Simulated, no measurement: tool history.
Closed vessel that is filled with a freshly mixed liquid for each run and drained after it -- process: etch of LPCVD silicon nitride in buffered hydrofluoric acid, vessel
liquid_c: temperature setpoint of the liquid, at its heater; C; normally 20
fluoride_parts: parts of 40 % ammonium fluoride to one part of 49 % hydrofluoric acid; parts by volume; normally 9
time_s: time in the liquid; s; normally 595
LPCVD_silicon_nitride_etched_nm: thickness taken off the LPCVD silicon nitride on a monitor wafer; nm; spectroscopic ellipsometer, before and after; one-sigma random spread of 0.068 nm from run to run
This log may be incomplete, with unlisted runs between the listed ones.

| run | hour | liquid_c | fluoride_parts | time_s | wafers since the last listed run | hours since the thermometer was replaced | hours since the hydrofluoric acid flow meter was replaced | hours since the gauge calibration | read-back film thickness of the LPCVD silicon nitride reference wafer, read on the same gauge (nm) | LPCVD_silicon_nitride_etched_nm |
|---|---|---|---|---|---|---|---|---|---|---|
| 1 | 0 | 20 | 9 | 595 | 0 | 1529.2 | 365.4 | 1183.6 | 80.02 | 8.14 |
| 2 | 72.5 | 18.5 | 9 | 595 | 4194 | 1601.7 | 437.9 | 1256.1 | 80.01 | 7.49 |
| 3 | 115.6 | 18.5 | 9 | 595 | 2493 | 1644.8 | 481 | 1299.2 | 80.01 | 7.4 |
|  | 177.7 | hydrofluoric acid flow meter replaced |
| 4 | 200.8 | 18.5 | 9 | 595 | 4871 | 1730 | 23.1 | 1384.4 | 80 | 7.36 |
| 5 | 274.9 | 20 | 10.5 | 595 | 4286 | 1804.1 | 97.2 | 1458.5 | 80 | 7.21 |
| 6 | 464.3 | 20 | 9 | 595 | 10957 | 1993.5 | 286.6 | 1647.9 | 79.99 | 8.07 |
| 7 | 525.6 | 20 | 9 | 595 | 3546 | 2054.8 | 347.9 | 1709.2 | 80.01 | 8.02 |
|  | 612.7 | gauge calibrated |
|  | 720 | hydrofluoric acid flow meter replaced |
| 8 | 777.3 | 20 | 9 | 595 | 14503 | 2306.5 | 57.3 | 164.6 | 80.04 | 7.87 |
|  | 855.8 | thermometer replaced |
| 9 | 863.1 | 20 | 9 | 595 | 4906 | 7.3 | 143.1 | 250.4 | 79.98 | 7.35 |
| 10 | 958.7 | 17 | 11 | 740 | 5530 | 102.9 | 238.7 | 346 | 80.01 | 6.62 |
| 11 | 1012.7 | 20 | 7 | 745 | 3124 | 156.9 | 292.7 | 400 | 79.98 | 12.03 |
| 12 | 1112.6 | 24.5 | 9 | 595 | 5779 | 256.8 | 392.6 | 499.9 | 80.03 | 9.5 |
| 13 | 1154.2 | 23 | 11.5 | 845 | 2406 | 298.4 | 434.2 | 541.5 | 79.98 | 10 |
|  | 1176.6 | hydrofluoric acid flow meter replaced |
|  | 1238.5 | thermometer replaced, repeated, since the last time left the tool worse |
| 14 | 1255.5 | 24.5 | 6 | 850 | 5744 | 17 | 78.9 | 642.8 | 80.03 | 23.65 |
| 15 | 1453.1 | 20 | 9 | 595 | 11431 | 214.6 | 276.5 | 840.4 | 79.97 | 8.61 |

Estimate the outcome of run 16 from the log above:
| 16 | 1532.6 | 18 | 10.5 | 910 | 4599 | 294.1 | 356 | 919.9 | ? | ? |

Run 16 gave read-back film thickness of the LPCVD silicon nitride reference wafer, read on the same gauge (nm) 80, LPCVD_silicon_nitride_etched_nm 10.51 nm.
Minus the tool's unlogged condition, the same run would have read LPCVD_silicon_nitride_etched_nm 10.63 nm.
